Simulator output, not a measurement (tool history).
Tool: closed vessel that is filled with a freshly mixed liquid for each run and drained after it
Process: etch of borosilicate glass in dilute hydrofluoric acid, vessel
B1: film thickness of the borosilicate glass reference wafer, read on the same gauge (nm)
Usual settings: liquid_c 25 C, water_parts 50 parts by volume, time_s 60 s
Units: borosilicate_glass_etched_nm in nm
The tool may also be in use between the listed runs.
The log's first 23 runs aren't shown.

Run 24, hour 1348.9: usual settings but liquid_c 27.5 C, water_parts 75 parts by volume, time_s 85 s; B1 50. Result: borosilicate_glass_etched_nm 42.56 nm.
Run 25, hour 1390.6: usual settings but water_parts 30 parts by volume, time_s 85 s; B1 50.01. Result: borosilicate_glass_etched_nm 100.81 nm.
Run 26, hour 1430.7: usual settings but liquid_c 22 C, water_parts 25 parts by volume, time_s 95 s; B1 50.01. Result: borosilicate_glass_etched_nm 118.14 nm.
Run 27, hour 1486.4: usual settings but liquid_c 28 C, water_parts 65 parts by volume, time_s 30 s; B1 49.99. Result: borosilicate_glass_etched_nm 17.48 nm.
Run 28, hour 1530.2: usual settings but liquid_c 22 C, water_parts 60 parts by volume, time_s 35 s; B1 50. Result: borosilicate_glass_etched_nm 17.73 nm.
Run 29, hour 1574: usual settings but liquid_c 21 C, time_s 90 s; B1 49.99. Result: borosilicate_glass_etched_nm 53.64 nm.
Run 30, hour 1626.2: usual settings but liquid_c 28 C, water_parts 25 parts by volume, time_s 95 s; B1 50. Result: borosilicate_glass_etched_nm 156.37 nm.
Run 31, hour 1660.7: usual settings but liquid_c 29.5 C, water_parts 30 parts by volume, time_s 95 s; B1 49.99. Result: borosilicate_glass_etched_nm 136.96 nm.
Run 32, hour 1712.3: usual settings but liquid_c 29 C, water_parts 70 parts by volume, time_s 50 s; B1 50.01. Result: borosilicate_glass_etched_nm 28.06 nm.

Forecast each of these 5 alternatives for the next run:
Run A, hour 1713: usual settings but time_s 45 s; B1 ?. Result: borosilicate_glass_etched_nm ?.
Run B, hour 1713: usual settings but liquid_c 26.5 C, water_parts 40 parts by volume; B1 ?. Result: borosilicate_glass_etched_nm ?.
Run C, hour 1713: usual settings but water_parts 70 parts by volume, time_s 35 s; B1 ?. Result: borosilicate_glass_etched_nm ?.
Run D, hour 1713: usual settings but liquid_c 20 C; B1 ?. Result: borosilicate_glass_etched_nm ?.
Run E, hour 1713: usual settings but water_parts 60 parts by volume; B1 ?. Result: borosilicate_glass_etched_nm ?.

run  B1  borosilicate_glass_etched_nm
  A  50                         30.96
  B  50                         55.61
  C  50                         16.73
  D  50                         33.56
  E  50                         33.93
Without the tool's hidden state the same runs would have given:
run  borosilicate_glass_etched_nm
  A                         29.99
  B                         53.88
  C                         16.22
  D                         32.47
  E                         32.87
